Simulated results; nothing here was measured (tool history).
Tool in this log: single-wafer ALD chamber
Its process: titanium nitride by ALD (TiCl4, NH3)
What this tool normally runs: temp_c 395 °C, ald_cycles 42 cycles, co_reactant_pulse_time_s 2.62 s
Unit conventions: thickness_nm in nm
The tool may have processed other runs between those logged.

run	hour	temp_c	ald_cycles	co_reactant_pulse_time_s	read-back reference wafer on the same gauge, thickness_nm	thickness_nm
1	0.0	401	42	3.21	1.083	0.953
2	56.4	401	42	3.21	1.083	0.951
3	121.6	395	42	2.62	1.083	0.945
4	164.2	395	42	2.62	1.082	0.943
5	229.9	395	48	2.62	1.083	1.081
6	258.8	395	48	2.62	1.082	1.080
7	309.7	395	42	2.62	1.083	0.946
8	335.9	395	42	2.62	1.083	0.943
9	368.3	395	42	2.62	1.084	0.942
# hour 374.3: gauge calibrated
10	420.9	395	42	2.62	1.083	0.943
11	622.2	400	42	2.62	1.083	0.948
# hour 653.6: showerhead replaced
# hour 666.7: thermocouple changed; heater temperature recalibrated
12	667.2	409	45	2.62	1.083	1.017

Expected results for the next run?
13	718.7	395	42	2.62	?	?

{"run 13": {"read-back reference wafer on the same gauge, thickness_nm": 1.083, "thickness_nm": 0.944}}
Had the tool carried no hidden state, the very same run would have given thickness_nm 0.944 nm.
